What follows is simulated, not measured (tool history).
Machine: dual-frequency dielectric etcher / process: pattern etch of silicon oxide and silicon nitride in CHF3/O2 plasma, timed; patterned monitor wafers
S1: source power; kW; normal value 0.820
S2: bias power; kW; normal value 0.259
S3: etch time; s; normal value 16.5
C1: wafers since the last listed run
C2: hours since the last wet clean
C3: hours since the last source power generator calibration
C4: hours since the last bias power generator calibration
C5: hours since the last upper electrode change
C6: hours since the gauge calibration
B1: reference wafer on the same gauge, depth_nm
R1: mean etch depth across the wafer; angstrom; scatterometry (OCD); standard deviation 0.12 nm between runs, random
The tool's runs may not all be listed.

run    hour     S1     S2    S3    C1     C2      C3      C4      C5      C6     B1     R1
  1     0.0  0.820  0.259  16.5     0  396.1  1616.2  2625.3  2406.0  1242.9  33.51  324.1
  2    87.3  0.820  0.259  16.5  1021  483.4  1703.5  2712.6  2493.3  1330.2  33.54  323.9
      165.5  -- wet clean of the chamber
      224.9  -- gauge calibrated
  3   317.9  0.820  0.259  16.5  2418  152.4  1934.1  2943.2  2723.9    93.0  33.55  324.4
  4   374.9  0.820  0.259  16.5   667  209.4  1991.1  3000.2  2780.9   150.0  33.51  324.9
  5   474.6  0.820  0.259  16.5  1166  309.1  2090.8  3099.9  2880.6   249.7  33.47  327.0
  6   524.7  0.820  0.259  16.5   586  359.2  2140.9  3150.0  2930.7   299.8  33.55  325.6
  7   597.7  0.820  0.259  16.5   854  432.2  2213.9  3223.0  3003.7   372.8  33.51  323.5
  8   650.3  0.820  0.259  16.5   615  484.8  2266.5  3275.6  3056.3   425.4  33.49  324.8
      751.5  -- wet clean of the chamber
      764.7  -- source power generator calibrated
  9   904.0  0.820  0.292  16.5  2641  152.5   139.3  3529.3  3310.0   679.1  33.47  339.6
 10   978.6  0.820  0.292  16.5   873  227.1   213.9  3603.9  3384.6   753.7  33.50  337.8
     1040.2  -- bias power generator calibrated
 11  1067.3  0.820  0.292  16.5   991  315.8   302.6    27.1  3473.3   842.4  33.57  337.6
 12  1136.5  0.820  0.259  16.5   809  385.0   371.8    96.3  3542.5   911.6  33.49  323.7
 13  1220.5  0.820  0.259  16.5   983  469.0   455.8   180.3  3626.5   995.6  33.53  325.1
 14  1263.1  0.750  0.259  16.5   498  511.6   498.4   222.9  3669.1  1038.2  33.50  314.8
     1313.2  -- wet clean of the chamber
 15  1313.7  0.680  0.200  14.5   311    0.5   549.0   273.5  3719.7  1088.8  33.49  245.2
 16  1387.6  0.820  0.219  14.5   864   74.4   622.9   347.4  3793.6  1162.7  33.53  269.1
     1435.4  -- upper electrode replaced
 17  1437.7  0.820  0.276  20.5   305  124.5   673.0   397.5     2.3  1212.8  33.51  411.6
 18  1498.0  0.820  0.259  16.5   705  184.8   733.3   457.8    62.6  1273.1  33.52  323.0
 19  1594.1  0.820  0.259  16.5  1124  280.9   829.4   553.9   158.7  1369.2  33.49  323.6
 20  1681.1  0.940  0.206  12.0  1018  367.9   916.4   640.9   245.7  1456.2  33.49  228.2
     1708.9  -- gauge calibrated
 21  1756.6  1.000  0.241  16.5   883  443.4   991.9   716.4   321.2    47.7  33.52  339.8
 22  1832.8  0.630  0.240  13.5   891  519.6  1068.1   792.6   397.4   123.9  33.48  235.8
     1935.7  -- wet clean of the chamber
 23  1936.2  0.820  0.259  16.5   929    0.5  1171.5   896.0   500.8   227.3  33.45  324.4
 24  2018.9  0.820  0.259  16.5   967   83.2  1254.2   978.7   583.5   310.0  33.51  325.8
 25  2115.3  0.820  0.259  16.5  1128  179.6  1350.6  1075.1   679.9   406.4  33.53  325.8
 26  2184.7  0.680  0.321  20.5   812  249.0  1420.0  1144.5   749.3   475.8  33.48  406.8
 27  2225.2  1.000  0.259  12.0   474  289.5  1460.5  1185.0   789.8   516.3  33.51  253.5
 28  2268.1  0.950  0.218  21.0   502  332.4  1503.4  1227.9   832.7   559.2  33.53  411.6
 29  2336.1  0.700  0.259  21.0   795  400.4  1571.4  1295.9   900.7   627.2  33.46  388.5
 30  2423.1  0.870  0.282  16.5  1018  487.4  1658.4  1382.9   987.7   714.2  33.49  341.4

For each entry between runs, how does the tool's hidden state at the last listed run before it compare with that at the first listed run after it?
Logged between run 2 and run 3: wet clean of the chamber (hour 165.5); gauge calibrated (hour 224.9)
  no hidden state differs between the two runs
Logged between run 8 and run 9: wet clean of the chamber (hour 751.5); source power generator calibrated (hour 764.7)
  no hidden state differs between the two runs
Logged between run 10 and run 11: bias power generator calibrated (hour 1040.2)
  no hidden state differs between the two runs
Logged between run 14 and run 15: wet clean of the chamber (hour 1313.2)
  no hidden state differs between the two runs
Logged between run 16 and run 17: upper electrode replaced (hour 1435.4)
  no hidden state differs between the two runs
Logged between run 20 and run 21: gauge calibrated (hour 1708.9)
  no hidden state differs between the two runs
Logged between run 22 and run 23: wet clean of the chamber (hour 1935.7)
  no hidden state differs between the two runs

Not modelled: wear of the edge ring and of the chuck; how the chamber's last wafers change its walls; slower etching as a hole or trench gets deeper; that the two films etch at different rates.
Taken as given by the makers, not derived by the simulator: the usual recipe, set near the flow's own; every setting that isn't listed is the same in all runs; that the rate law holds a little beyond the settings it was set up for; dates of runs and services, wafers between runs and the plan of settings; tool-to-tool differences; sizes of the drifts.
